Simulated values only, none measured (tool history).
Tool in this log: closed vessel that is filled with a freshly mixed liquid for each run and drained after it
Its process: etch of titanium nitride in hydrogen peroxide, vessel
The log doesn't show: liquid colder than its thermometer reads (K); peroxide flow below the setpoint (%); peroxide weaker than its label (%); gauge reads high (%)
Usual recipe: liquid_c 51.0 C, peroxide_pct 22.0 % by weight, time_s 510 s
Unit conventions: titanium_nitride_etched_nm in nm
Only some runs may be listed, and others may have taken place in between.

run    hour  liquid_c  peroxide_pct  time_s  wafers since the last listed run  hours since the thermometer was replaced  hours since the peroxide flow meter was replaced  hours since the drum of peroxide was connected  hours since the gauge calibration  read-back film thickness of the titanium nitride reference wafer, read on the same gauge (nm)  titanium_nitride_etched_nm
  1     0.0      51.0          22.0     510                                 0                                     506.0                                             962.3                                           129.2                              169.2                                                                                          40.00                       26.93
  2    59.4      51.0          22.0     510                              4524                                     565.4                                            1021.7                                           188.6                              228.6                                                                                          39.98                       26.50
  3   153.0      51.0          22.0     510                              7130                                     659.0                                            1115.3                                           282.2                              322.2                                                                                          39.93                       26.73
  4   219.1      51.0          22.0     570                              5035                                     725.1                                            1181.4                                           348.3                              388.3                                                                                          40.02                       29.60
      317.4  -- new drum of peroxide connected
  5   406.2      51.0          22.0     570                             14176                                     912.2                                            1368.5                                            88.8                              575.4                                                                                          39.94                       28.98
  6   441.1      51.0          22.0     510                              2658                                     947.1                                            1403.4                                           123.7                              610.3                                                                                          40.06                       25.62
  7   496.5      51.0          22.0     510                              4220                                    1002.5                                            1458.8                                           179.1                              665.7                                                                                          39.96                       25.62
      519.1  -- peroxide flow meter replaced
  8   536.0      51.0          22.0     510                              2932                                    1042.0                                              16.9                                           218.6                              705.2                                                                                          40.02                       25.65
  9   590.2      51.0          22.0     510                              4128                                    1096.2                                              71.1                                           272.8                              759.4                                                                                          40.05                       25.47
 10   626.1      51.0          22.0     510                              2734                                    1132.1                                             107.0                                           308.7                              795.3                                                                                          40.00                       25.28
 11   684.0      51.0          22.0     350                              4410                                    1190.0                                             164.9                                           366.6                              853.2                                                                                          40.04                       17.09
 12   723.3      51.0          22.0     350                              2993                                    1229.3                                             204.2                                           405.9                              892.5                                                                                          40.02                       17.53
      742.3  -- new drum of peroxide connected
 13   754.8      51.0          22.0     510                              2323                                    1260.8                                             235.7                                            12.5                              924.0                                                                                          40.04                       25.34
      773.9  -- gauge calibrated
 14   791.3      51.0          22.0     510                              2780                                    1297.3                                             272.2                                            49.0                               17.4                                                                                          39.96                       25.25
 15   930.1      51.0          22.0     510                             10573                                    1436.1                                             411.0                                           187.8                              156.2                                                                                          40.03                       24.88
 16   979.6      51.0          27.0     510                              3770                                    1485.6                                             460.5                                           237.3                              205.7                                                                                          39.95                       25.96
 17  1024.0      51.0          22.0     510                              3382                                    1530.0                                             504.9                                           281.7                              250.1                                                                                          40.01                       24.48
 18  1050.1      51.0          26.0     510                              1988                                    1556.1                                             531.0                                           307.8                              276.2                                                                                          40.02                       25.52
 19  1076.3      54.5          28.5     800                              1995                                    1582.3                                             557.2                                           334.0                              302.4                                                                                          40.02                       51.78
 20  1124.3      51.0          19.0     260                              3656                                    1630.3                                             605.2                                           382.0                              350.4                                                                                          40.01                       12.04
     1154.8  -- thermometer replaced
 21  1155.9      44.5          19.0     510                              2331                                       1.1                                             636.8                                           413.6                              382.0                                                                                          40.01                       17.18
     1200.5  -- new drum of peroxide connected
 22  1202.7      56.0          25.0     235                              3488                                      47.9                                             683.6                                             2.2                              428.8                                                                                          39.98                       19.08
 23  1258.1      44.5          17.5     280                              4220                                     103.3                                             739.0                                            57.6                              484.2                                                                                          40.00                        9.23
 24  1282.5      51.0          15.5     225                              1858                                     127.7                                             763.4                                            82.0                              508.6                                                                                          40.01                       11.51
 25  1327.4      51.0          22.0     510                              3420                                     172.6                                             808.3                                           126.9                              553.5                                                                                          39.96                       27.92
 26  1389.9      51.0          22.0     510                              4761                                     235.1                                             870.8                                           189.4                              616.0                                                                                          39.96                       27.28
 27  1465.8      51.0          22.0     510                              5781                                     311.0                                             946.7                                           265.3                              691.9                                                                                          40.03                       27.97
 28  1498.7      48.0          27.5     595                              2506                                     343.9                                             979.6                                           298.2                              724.8                                                                                          40.03                       27.08
 29  1532.6      51.0          22.0     510                              2582                                     377.8                                            1013.5                                           332.1                              758.7                                                                                          40.02                       27.48
 30  1570.6      58.5          22.0     510                              2894                                     415.8                                            1051.5                                           370.1                              796.7                                                                                          40.02                       46.55

Forecast each of these 3 alternatives for the next run:
  A  1571.4      51.0          22.0     510                                60                                     416.6                                            1052.3                                           370.9                              797.5                                                                                              ?                           ?
  B  1571.4      51.0          22.0     210                                60                                     416.6                                            1052.3                                           370.9                              797.5                                                                                              ?                           ?
  C  1571.4      51.0          27.5     510                                60                                     416.6                                            1052.3                                           370.9                              797.5                                                                                              ?                           ?

run  read-back film thickness of the titanium nitride reference wafer, read on the same gauge (nm)  titanium_nitride_etched_nm
  A                                                                                          39.99                       27.82
  B                                                                                          39.99                       11.46
  C                                                                                          39.99                       29.21
The same runs, with their run-to-run variation unchanged, on a tool lacking any hidden condition would have given:
run  titanium_nitride_etched_nm
  A                       28.84
  B                       11.88
  C                       30.28
